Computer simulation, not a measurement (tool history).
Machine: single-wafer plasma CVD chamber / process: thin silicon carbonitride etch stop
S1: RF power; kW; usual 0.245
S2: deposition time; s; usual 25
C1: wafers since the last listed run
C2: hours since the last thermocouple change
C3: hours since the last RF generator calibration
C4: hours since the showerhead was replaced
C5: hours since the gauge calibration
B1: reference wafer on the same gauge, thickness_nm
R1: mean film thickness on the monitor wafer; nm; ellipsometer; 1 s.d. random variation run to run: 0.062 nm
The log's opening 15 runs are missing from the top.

run	hour	S1	S2	C1	C2	C3	C4	C5	B1	R1
16	474	0.245	25	366	203.5	812.6	33.3	171.4	17.599	14.548
17	503.4	0.225	25	550	232.9	842	62.7	200.8	17.601	14.306
18	524.1	0.245	22.4	387	253.6	862.7	83.4	221.5	17.594	12.977
19	583.9	0.245	20.2	1119	313.4	922.5	143.2	281.3	17.595	11.631
20	602.3	0.29	20.4	344	331.8	940.9	161.6	299.7	17.592	12.184
# hour 625.7: RF generator calibrated
21	626.2	0.26	26.7	297	355.7	0.5	185.5	323.6	17.595	15.836
22	649.9	0.225	29.9	443	379.4	24.2	209.2	347.3	17.603	17.269
23	679.6	0.285	22.1	555	409.1	53.9	238.9	377	17.599	13.385
24	693.2	0.28	21.7	254	422.7	67.5	252.5	390.6	17.599	13.104
25	715.4	0.245	25	415	444.9	89.7	274.7	412.8	17.603	14.763
26	739.5	0.28	23.7	451	469	113.8	298.8	436.9	17.602	14.384
27	764.4	0.245	25	466	493.9	138.7	323.7	461.8	17.604	14.735
28	776.4	0.245	27	224	505.9	150.7	335.7	473.8	17.617	15.827
29	803.4	0.21	26.5	505	532.9	177.7	362.7	500.8	17.607	15.186
30	886.8	0.285	29.2	1560	616.3	261.1	446.1	584.2	17.604	17.691
31	921.8	0.245	28	655	651.3	296.1	481.1	619.2	17.607	16.463
32	936.8	0.27	27.5	280	666.3	311.1	496.1	634.2	17.591	16.424
33	970.1	0.29	27.8	623	699.6	344.4	529.4	667.5	17.612	16.964
34	999.1	0.245	25	542	728.6	373.4	558.4	696.5	17.61	14.663
35	1025.8	0.245	25	499	755.3	400.1	585.1	723.2	17.617	14.589

Each row is a separate what-if for the run after 35, all from the same tool condition, not one after another. Results?
A	1026.2	0.245	25	7	755.7	400.5	585.5	723.6	?	?
B	1026.2	0.21	25	7	755.7	400.5	585.5	723.6	?	?
C	1026.2	0.245	21.1	7	755.7	400.5	585.5	723.6	?	?
D	1026.2	0.28	29.6	7	755.7	400.5	585.5	723.6	?	?

run	B1	R1
A	17.596	14.693
B	17.596	14.237
C	17.596	12.401
D	17.596	17.9
Had the tool no hidden state, the same runs would have come out as:
run	R1
A	14.731
B	14.274
C	12.433
D	17.946
